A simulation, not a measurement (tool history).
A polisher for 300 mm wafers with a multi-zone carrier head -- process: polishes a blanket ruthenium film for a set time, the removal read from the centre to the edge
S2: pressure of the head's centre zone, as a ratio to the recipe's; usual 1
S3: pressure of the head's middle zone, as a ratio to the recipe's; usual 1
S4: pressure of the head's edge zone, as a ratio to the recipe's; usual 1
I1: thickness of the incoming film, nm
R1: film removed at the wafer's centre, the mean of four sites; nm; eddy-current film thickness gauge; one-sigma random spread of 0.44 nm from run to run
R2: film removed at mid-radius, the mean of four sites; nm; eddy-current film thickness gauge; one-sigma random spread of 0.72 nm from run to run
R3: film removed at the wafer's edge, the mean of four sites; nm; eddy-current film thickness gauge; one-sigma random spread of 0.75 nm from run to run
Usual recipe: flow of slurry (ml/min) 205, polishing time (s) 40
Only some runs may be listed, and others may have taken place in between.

{"run": 1, "hour": 0.0, "flow of slurry (ml/min)": 205, "S2": 1, "S3": 1, "S4": 1, "polishing time (s)": 40, "I1": 445.7, "R1": 45.2, "R2": 46.1, "R3": 46.8}
{"run": 2, "hour": 16.1, "flow of slurry (ml/min)": 205, "S2": 0.96, "S3": 1, "S4": 1, "polishing time (s)": 40, "I1": 441.5, "R1": 42.7, "R2": 45.3, "R3": 44.8}
{"run": 3, "hour": 23.6, "flow of slurry (ml/min)": 205, "S2": 0.96, "S3": 1, "S4": 1, "polishing time (s)": 40, "I1": 446.3, "R1": 41.9, "R2": 43.8, "R3": 44.5}
{"hour": 39.4, "done": "edge zone pressure recalibrated"}
{"run": 4, "hour": 40.5, "flow of slurry (ml/min)": 205, "S2": 1, "S3": 0.94, "S4": 1, "polishing time (s)": 40, "I1": 447.9, "R1": 42.9, "R2": 42.5, "R3": 44.7}
{"hour": 57.7, "done": "worn pad replaced by a new one"}
{"run": 5, "hour": 58.2, "flow of slurry (ml/min)": 205, "S2": 1, "S3": 1, "S4": 1, "polishing time (s)": 40, "I1": 456.5, "R1": 49.1, "R2": 48.8, "R3": 49.3}
{"run": 6, "hour": 65.9, "flow of slurry (ml/min)": 205, "S2": 1, "S3": 1, "S4": 1, "polishing time (s)": 40, "I1": 446.7, "R1": 46.6, "R2": 47.4, "R3": 48.6}
{"run": 7, "hour": 73.2, "flow of slurry (ml/min)": 205, "S2": 1, "S3": 0.96, "S4": 1.04, "polishing time (s)": 32, "I1": 450.6, "R1": 37.3, "R2": 35.9, "R3": 38.3}
{"run": 8, "hour": 85.6, "flow of slurry (ml/min)": 205, "S2": 1, "S3": 0.95, "S4": 1, "polishing time (s)": 47, "I1": 451.9, "R1": 53.3, "R2": 52.3, "R3": 54.1}
{"run": 9, "hour": 95.4, "flow of slurry (ml/min)": 205, "S2": 1, "S3": 1.1, "S4": 0.97, "polishing time (s)": 40, "I1": 445.1, "R1": 44.2, "R2": 49.3, "R3": 44.9}
{"run": 10, "hour": 108.0, "flow of slurry (ml/min)": 205, "S2": 1.06, "S3": 0.93, "S4": 0.89, "polishing time (s)": 40, "I1": 453, "R1": 46.6, "R2": 41.5, "R3": 41.9}
{"run": 11, "hour": 121.5, "flow of slurry (ml/min)": 135, "S2": 1.07, "S3": 1, "S4": 1, "polishing time (s)": 54, "I1": 446.6, "R1": 54, "R2": 52.1, "R3": 55.6}
{"run": 12, "hour": 129.1, "flow of slurry (ml/min)": 205, "S2": 1, "S3": 1, "S4": 0.91, "polishing time (s)": 36, "I1": 448.9, "R1": 38.9, "R2": 39.7, "R3": 38.7}
{"hour": 143.0, "done": "worn pad replaced by a new one"}
{"hour": 144.4, "done": "slurry nozzle cleaned"}
{"run": 13, "hour": 144.9, "flow of slurry (ml/min)": 245, "S2": 1.11, "S3": 1, "S4": 1, "polishing time (s)": 40, "I1": 449.1, "R1": 58.9, "R2": 53.3, "R3": 50.6}
{"run": 14, "hour": 150.7, "flow of slurry (ml/min)": 205, "S2": 1, "S3": 1, "S4": 0.94, "polishing time (s)": 40, "I1": 454.5, "R1": 50.3, "R2": 51, "R3": 48.7}
{"hour": 186.1, "done": "centre zone pressure recalibrated"}
{"run": 15, "hour": 194.9, "flow of slurry (ml/min)": 260, "S2": 1, "S3": 1.12, "S4": 0.93, "polishing time (s)": 40, "I1": 453, "R1": 48.5, "R2": 52.4, "R3": 47.1}
{"hour": 202.6, "done": "carrier head's membrane replaced by a new one"}
{"run": 16, "hour": 203.0, "flow of slurry (ml/min)": 205, "S2": 1, "S3": 0.97, "S4": 1, "polishing time (s)": 40, "I1": 450.5, "R1": 46.7, "R2": 46.1, "R3": 46.3}
{"run": 17, "hour": 210.1, "flow of slurry (ml/min)": 205, "S2": 1, "S3": 1, "S4": 1, "polishing time (s)": 40, "I1": 456.5, "R1": 46.5, "R2": 47.6, "R3": 45.6}
{"hour": 215.6, "done": "worn pad replaced by a new one"}
{"run": 18, "hour": 226.5, "flow of slurry (ml/min)": 205, "S2": 1, "S3": 1, "S4": 1, "polishing time (s)": 40, "I1": 454.6, "R1": 50.7, "R2": 51.5, "R3": 48.2}
{"run": 19, "hour": 241.7, "flow of slurry (ml/min)": 165, "S2": 1, "S3": 1.07, "S4": 1.05, "polishing time (s)": 44, "I1": 445.7, "R1": 50.2, "R2": 54.5, "R3": 53.1}
{"run": 20, "hour": 253.8, "flow of slurry (ml/min)": 205, "S2": 1, "S3": 1, "S4": 1, "polishing time (s)": 44, "I1": 455, "R1": 52.7, "R2": 52, "R3": 52.3}
{"run": 21, "hour": 264.6, "flow of slurry (ml/min)": 145, "S2": 1, "S3": 1, "S4": 1, "polishing time (s)": 29, "I1": 443.6, "R1": 31.3, "R2": 31.6, "R3": 31.9}
{"run": 22, "hour": 278.9, "flow of slurry (ml/min)": 205, "S2": 1, "S3": 1, "S4": 0.97, "polishing time (s)": 30, "I1": 457.9, "R1": 34.7, "R2": 35.2, "R3": 34.2}
{"hour": 285.4, "done": "worn pad replaced by a new one"}
{"run": 23, "hour": 291.2, "flow of slurry (ml/min)": 205, "S2": 1, "S3": 1, "S4": 1, "polishing time (s)": 40, "I1": 453.2, "R1": 50.4, "R2": 50.2, "R3": 50.1}

Each row is a separate what-if for the run after 23, all from the same tool condition, not one after another. Results?
{"run": "A", "hour": 291.6, "flow of slurry (ml/min)": 205, "S2": 1, "S3": 1, "S4": 1, "polishing time (s)": 40, "I1": 452.8, "R1": "?", "R2": "?", "R3": "?"}
{"run": "B", "hour": 291.6, "flow of slurry (ml/min)": 205, "S2": 0.9, "S3": 1, "S4": 1.06, "polishing time (s)": 47, "I1": 452.8, "R1": "?", "R2": "?", "R3": "?"}
{"run": "C", "hour": 291.6, "flow of slurry (ml/min)": 205, "S2": 1, "S3": 1, "S4": 0.95, "polishing time (s)": 40, "I1": 452.8, "R1": "?", "R2": "?", "R3": "?"}

run=A R1=49.8 R2=51 R3=50.8
run=B R1=52.7 R2=60 R3=60.8
run=C R1=49.8 R2=51 R3=50
What these runs would have given with no unlogged condition in the tool:
run=A R1=52.6 R2=53.7 R3=53.2
run=B R1=55.6 R2=63.2 R3=63.7
run=C R1=52.6 R2=53.7 R3=52.4

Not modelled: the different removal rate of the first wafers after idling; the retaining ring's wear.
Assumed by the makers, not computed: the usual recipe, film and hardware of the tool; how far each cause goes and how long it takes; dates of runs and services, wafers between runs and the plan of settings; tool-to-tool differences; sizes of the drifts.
